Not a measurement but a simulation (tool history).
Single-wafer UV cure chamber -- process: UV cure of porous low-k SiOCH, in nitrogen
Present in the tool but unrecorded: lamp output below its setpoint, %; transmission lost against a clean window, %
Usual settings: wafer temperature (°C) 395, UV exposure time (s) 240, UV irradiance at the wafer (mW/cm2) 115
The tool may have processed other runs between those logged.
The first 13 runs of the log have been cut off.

run,hour,wafer temperature (°C),UV exposure time (s),UV irradiance at the wafer (mW/cm2),wafers since the last listed run,hours since the UV bulbs were replaced,wafers since the quartz window was cleaned,loss of film thickness in the cure (%)
14,403.2,395,240,115,172,2174.3,402,8.593
15,435.8,395,240,115,215,2206.9,618,8.823
16,468.9,395,240,115,218,2240,836,8.689
17,502.7,395,140,115,223,2273.8,1059,6.737
# hour 528.7: quartz window cleaned
18,537.8,395,240,93,178,2308.9,60,7.918
19,555.5,395,240,115,116,2326.6,177,8.797
20,578.8,395,240,115,153,2349.9,330,8.644
21,599.7,395,240,115,137,2370.8,468,8.793
22,631.5,395,240,115,209,2402.6,678,8.695
23,660.3,409,140,144,190,2431.4,868,7.725
24,686,412,275,115,169,2457.1,1038,9.631
# hour 711.3: UV bulbs replaced
# hour 727.2: quartz window cleaned
25,749.3,395,240,97,312,38,145,9.655
26,770.6,395,240,115,140,59.3,286,10.244
27,856.3,403,95,137,565,145,851,7.459
28,886.4,395,240,136,198,175.1,1050,10.798
# hour 919.2: quartz window cleaned
29,919.7,377,145,87,166,208.4,3,6.902
30,925.2,395,150,76,36,213.9,39,6.65
31,959.4,406,350,90,225,248.1,265,10.814
32,992,395,240,115,215,280.7,480,9.922

What if the next run were any one of these 5? Each begins from the tool's condition after run 32:
A,992.5,395,240,115,3,281.2,483,?
B,992.5,395,240,101,3,281.2,483,?
C,992.5,384,240,98,3,281.2,483,?
D,992.5,403,240,92,3,281.2,483,?
E,992.5,408,130,140,3,281.2,483,?

run,loss of film thickness in the cure (%)
A,9.881
B,9.374
C,9.09
D,9.133
E,8.469
With the hidden condition removed and each run's random variation left untouched, the same runs would have given:
run,loss of film thickness in the cure (%)
A,10.518
B,10.003
C,9.713
D,9.757
E,9.081
